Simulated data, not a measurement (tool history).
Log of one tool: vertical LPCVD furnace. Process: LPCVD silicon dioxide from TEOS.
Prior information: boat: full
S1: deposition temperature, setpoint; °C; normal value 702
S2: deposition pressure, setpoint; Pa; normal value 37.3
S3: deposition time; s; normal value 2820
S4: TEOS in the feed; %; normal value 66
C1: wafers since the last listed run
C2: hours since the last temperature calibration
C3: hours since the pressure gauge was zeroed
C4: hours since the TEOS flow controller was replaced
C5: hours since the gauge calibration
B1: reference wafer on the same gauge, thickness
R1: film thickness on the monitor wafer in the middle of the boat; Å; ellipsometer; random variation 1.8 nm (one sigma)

run    hour   S1    S2    S3  S4    C1      C2      C3      C4      C5      B1      R1
  1       0  702    32  2820  66     0  3012.6  1198.2  3460.3   872.7  313.81  3418.4
  2    95.4  702    32  2820  66   916    3108  1293.6  3555.7   968.1   313.9    3405
  3   147.3  702  37.3  2820  66   498  3159.9  1345.5  3607.6    1020   313.9  3709.7
  4   215.2  702  37.3  2820  66   652  3227.8  1413.4  3675.5  1087.9  314.08  3679.5
  5   318.1  702  37.3  2820  66   988  3330.7  1516.3  3778.4  1190.8  314.15    3673
  6   365.7  702  37.3  2820  66   457  3378.3  1563.9    3826  1238.4  314.27  3687.1
  7   431.1  696  37.3  2820  69   628  3443.7  1629.3  3891.4  1303.8  314.45  3273.8
  8   509.2  696  37.3  2820  69   750  3521.8  1707.4  3969.5  1381.9  313.56  3281.1
  9     587  696  37.3  2820  69   747  3599.6  1785.2  4047.3  1459.7  313.94  3286.6
 10   658.8  705  37.3  2820  66   689  3671.4    1857  4119.1  1531.5  314.41  3941.8
      741.6  -- thermocouples replaced and temperature profile calibrated
 11     750  702  37.3  2820  66   645     8.4  1948.2  4210.3  1622.7  313.66  3486.4
      790.8  -- TEOS flow controller replaced
 12     848  702  37.3  2820  66   710   106.4  2046.2    57.2  1720.7   314.2  3497.2
 13   932.9  710  37.3  2820  66   815   191.3  2131.1   142.1  1805.6  314.29  4229.7
 14  1044.1  710  37.3  2820  66  1068   302.5  2242.3   253.3  1916.8  313.47  4286.7
 15  1144.5  702  37.3  2820  66   964   402.9  2342.7   353.7  2017.2  314.27  3588.2
       1199  -- pressure gauge zeroed
     1249.1  -- gauge calibrated
 16  1410.5  696  33.3  3360  70  2324   668.9   211.5   619.7   161.4  314.28  3631.1
 17  1495.9  702  37.3  2820  66   820   754.3   296.9   705.1   246.8  314.19    3606
 18  1602.2  702  37.3  2820  66  1021   860.6   403.2   811.4   353.1  313.97  3630.9
 19  1684.2  702  37.3  2820  66   787   942.6   485.2   893.4   435.1  314.44  3585.2
 20  1750.4  702  37.3  3930  73   635  1008.8   551.4   959.6   501.3  314.53  5335.9
 21  1802.8  702    40  2070  66   503  1061.2   603.8    1012   553.7  313.89  2729.6
 22  1908.7  702  37.3  2820  66  1017  1167.1   709.7  1117.9   659.6  313.96  3613.1
 23    1954  702  37.3  3210  66   435  1212.4     755  1163.2   704.9  313.68    4143

Run 24 comes next. What will it give?
 24  1997.7  702  37.3  3900  57  419  1256.1  798.7  1206.9  748.6   ?   ?

{"run 24": {"B1": 314.28, "R1": 4734}}
Were there no unlogged condition in the tool, this run, its random variation unchanged, would have produced R1 4519.9 Å.

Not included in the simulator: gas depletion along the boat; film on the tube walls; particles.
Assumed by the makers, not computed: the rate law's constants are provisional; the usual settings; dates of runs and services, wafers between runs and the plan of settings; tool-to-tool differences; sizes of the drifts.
